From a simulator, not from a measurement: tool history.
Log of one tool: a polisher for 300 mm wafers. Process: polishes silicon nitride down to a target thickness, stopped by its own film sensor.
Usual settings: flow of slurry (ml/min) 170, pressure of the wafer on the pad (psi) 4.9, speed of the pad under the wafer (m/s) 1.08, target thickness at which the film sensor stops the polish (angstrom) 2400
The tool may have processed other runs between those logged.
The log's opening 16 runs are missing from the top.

run	hour	flow of slurry (ml/min)	pressure of the wafer on the pad (psi)	speed of the pad under the wafer (m/s)	target thickness at which the film sensor stops the polish (angstrom)	incoming thickness of the incoming film, nm	time until the film sensor stopped the polish (s)
17	1347.2	170	4.9	1.08	2400	387.8	52
18	1444.5	220	4.2	1.08	2250	390.2	63.5
19	1490.2	205	4.9	1.26	2400	383.5	44.6
# hour 1544.2: worn pad replaced by a new one
20	1589.5	170	4.9	1.08	2400	389.1	51
# hour 1596.6: slurry nozzle cleaned
21	1638.9	170	4.5	0.76	2400	382.4	72.6
22	1684.9	170	4.9	0.78	2400	389.5	69.7
23	1755.9	170	4.9	1.42	2400	398	45.6
24	1854.7	190	5.8	1.44	2840	391.9	25.6
25	1938.8	170	4.9	1.08	2160	385.3	59.2
26	1980.1	150	4.9	0.98	2400	393.7	60.6
# hour 2055.5: worn pad replaced by a new one
27	2061.1	170	3.4	0.76	2090	393.9	115
# hour 2091.1: head pressure recalibrated
28	2169.1	215	4.9	0.76	2400	393.1	69.5
29	2260.2	170	5.6	1.08	2400	395.2	47.8
30	2338.4	170	4.9	1.08	2160	394.5	63.2
31	2424	140	4.9	1.08	2540	393.7	51.4
32	2500.5	125	4.9	1.44	2400	397.1	46.3
# hour 2506.6: slurry nozzle cleaned
# hour 2574.7: worn pad replaced by a new one
33	2578.4	170	4.9	1.08	2400	387.5	51.6
34	2674.1	215	3.6	0.88	2400	389.9	79.3

Forecast each of these 3 alternatives for the next run:
A	2674.5	170	4.9	1.08	2400	386.1	?
B	2674.5	225	5.8	1.34	2110	386.1	?
C	2674.5	170	6.4	0.94	2400	386.1	?

run	time until the film sensor stopped the polish (s)
A	52.5
B	44.3
C	46.4
With the hidden condition removed and each run's random variation left untouched, the same runs would have given:
run	time until the film sensor stopped the polish (s)
A	52.5
B	44.3
C	46.4

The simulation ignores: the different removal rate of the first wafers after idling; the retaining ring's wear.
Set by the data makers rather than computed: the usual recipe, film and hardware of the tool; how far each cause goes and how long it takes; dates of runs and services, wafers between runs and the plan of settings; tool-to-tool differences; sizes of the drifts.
